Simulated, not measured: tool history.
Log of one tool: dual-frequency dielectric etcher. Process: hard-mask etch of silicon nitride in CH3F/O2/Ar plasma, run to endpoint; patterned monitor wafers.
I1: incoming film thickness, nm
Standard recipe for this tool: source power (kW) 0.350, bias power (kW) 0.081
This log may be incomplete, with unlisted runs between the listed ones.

Run 1, day 0.000: usual settings but source power (kW) 0.390; I1 42.04. Result: endpoint time (s) 54.4.
At day 2.696: wet clean of the chamber.
Run 2, day 2.717: usual settings but source power (kW) 0.390; I1 41.65. Result: endpoint time (s) 55.7.
Run 3, day 14.012: usual settings but source power (kW) 0.390; I1 41.76. Result: endpoint time (s) 55.1.
Run 4, day 16.162: usual settings; I1 41.79. Result: endpoint time (s) 56.2.
At day 17.592: bias power generator calibrated.
At day 19.771: wet clean of the chamber.
Run 5, day 19.792: usual settings but source power (kW) 0.410; I1 42.08. Result: endpoint time (s) 52.6.
Run 6, day 21.488: usual settings but source power (kW) 0.410; I1 41.71. Result: endpoint time (s) 52.5.
Run 7, day 23.942: usual settings; I1 42.20. Result: endpoint time (s) 54.3.
Run 8, day 28.267: usual settings; I1 42.17. Result: endpoint time (s) 53.6.
At day 30.342: wet clean of the chamber, repeated, since the last time left the tool worse.
At day 31.246: source power generator calibrated.
Run 9, day 32.129: usual settings but source power (kW) 0.390; I1 42.26. Result: endpoint time (s) 56.3.
At day 33.358: upper electrode replaced.
Run 10, day 34.996: usual settings but source power (kW) 0.430, bias power (kW) 0.066; I1 42.58. Result: endpoint time (s) 61.2.
Run 11, day 37.775: usual settings; I1 41.88. Result: endpoint time (s) 56.6.
Run 12, day 40.458: usual settings but source power (kW) 0.380; I1 41.75. Result: endpoint time (s) 55.5.
Run 13, day 43.500: usual settings but bias power (kW) 0.093; I1 42.06. Result: endpoint time (s) 53.3.

Estimate the outcome of run 14 from the log above:
Run 14, day 45.892: usual settings but source power (kW) 0.440, bias power (kW) 0.093; I1 41.96. Result: endpoint time (s) ?.

Run 14 yielded endpoint time (s) 50.2.
The same run, on a tool lacking any hidden state, would have yielded endpoint time (s) 51.3.

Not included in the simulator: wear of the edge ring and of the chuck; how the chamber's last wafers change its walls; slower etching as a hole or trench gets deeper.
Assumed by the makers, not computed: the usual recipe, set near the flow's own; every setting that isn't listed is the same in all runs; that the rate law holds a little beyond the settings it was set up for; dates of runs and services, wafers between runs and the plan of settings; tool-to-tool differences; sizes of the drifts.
